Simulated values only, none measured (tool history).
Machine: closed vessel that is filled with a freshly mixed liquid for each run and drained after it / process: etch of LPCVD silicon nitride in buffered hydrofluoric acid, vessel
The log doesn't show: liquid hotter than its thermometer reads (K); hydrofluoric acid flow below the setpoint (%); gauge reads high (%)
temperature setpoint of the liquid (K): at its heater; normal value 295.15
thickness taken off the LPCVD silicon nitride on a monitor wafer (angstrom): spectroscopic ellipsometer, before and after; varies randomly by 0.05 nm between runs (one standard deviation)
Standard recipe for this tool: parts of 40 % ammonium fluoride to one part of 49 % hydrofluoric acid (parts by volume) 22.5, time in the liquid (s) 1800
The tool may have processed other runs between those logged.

| run | hour | temperature setpoint of the liquid (K) | parts of 40 % ammonium fluoride to one part of 49 % hydrofluoric acid (parts by volume) | time in the liquid (s) | wafers since the last listed run | hours since the thermometer was replaced | hours since the hydrofluoric acid flow meter was replaced | hours since the gauge calibration | read-back film thickness of the LPCVD silicon nitride reference wafer, read on the same gauge (nm) | thickness taken off the LPCVD silicon nitride on a monitor wafer (angstrom) |
|---|---|---|---|---|---|---|---|---|---|---|
| 1 | 0 | 295.15 | 22.5 | 1800 | 0 | 735.6 | 355.1 | 507.7 | 130.01 | 112.9 |
| 2 | 95.6 | 295.15 | 22.5 | 1800 | 5112 | 831.2 | 450.7 | 603.3 | 129.97 | 112.7 |
| 3 | 197.8 | 295.15 | 26.5 | 1800 | 5465 | 933.4 | 552.9 | 705.5 | 129.99 | 102.3 |
| 4 | 275.8 | 295.15 | 26.5 | 1800 | 4171 | 1011.4 | 630.9 | 783.5 | 129.99 | 100.9 |
|  | 312.3 | hydrofluoric acid flow meter replaced |
| 5 | 352.2 | 295.15 | 26.5 | 1800 | 4032 | 1087.8 | 39.9 | 859.9 | 129.99 | 102.4 |
| 6 | 388.8 | 295.15 | 22.5 | 1385 | 1957 | 1124.4 | 76.5 | 896.5 | 130.04 | 87.7 |
| 7 | 462.1 | 295.15 | 22.5 | 1385 | 3919 | 1197.7 | 149.8 | 969.8 | 130.04 | 87.6 |
|  | 497.4 | thermometer replaced |
| 8 | 528 | 295.15 | 22.5 | 1385 | 3470 | 30.6 | 215.7 | 1035.7 | 130.02 | 85.3 |
| 9 | 596.7 | 295.15 | 22.5 | 2815 | 3673 | 99.3 | 284.4 | 1104.4 | 130 | 173.6 |
| 10 | 692.9 | 292.65 | 22.5 | 2675 | 5144 | 195.5 | 380.6 | 1200.6 | 130.05 | 144.4 |
|  | 1011.9 | gauge calibrated |
| 11 | 1014.8 | 295.15 | 22.5 | 1800 | 17213 | 517.4 | 702.5 | 2.9 | 129.95 | 111.7 |
|  | 1021.6 | hydrofluoric acid flow meter replaced |
| 12 | 1067.4 | 295.15 | 22.5 | 745 | 2759 | 570 | 45.8 | 55.5 | 130.02 | 46.1 |
| 13 | 1111.5 | 299.65 | 22.5 | 1800 | 2358 | 614.1 | 89.9 | 99.6 | 129.98 | 143.9 |

Run 14, settings as shown, results not yet in. Your forecast:
| 14 | 1168.4 | 295.15 | 29.5 | 1800 | 3042 | 671 | 146.8 | 156.5 | ? | ? |

read-back film thickness of the LPCVD silicon nitride reference wafer, read on the same gauge (nm): 130.01
thickness taken off the LPCVD silicon nitride on a monitor wafer (angstrom): 93.6
With no hidden state in the tool, this same run would have given thickness taken off the LPCVD silicon nitride on a monitor wafer (angstrom) 91.8.
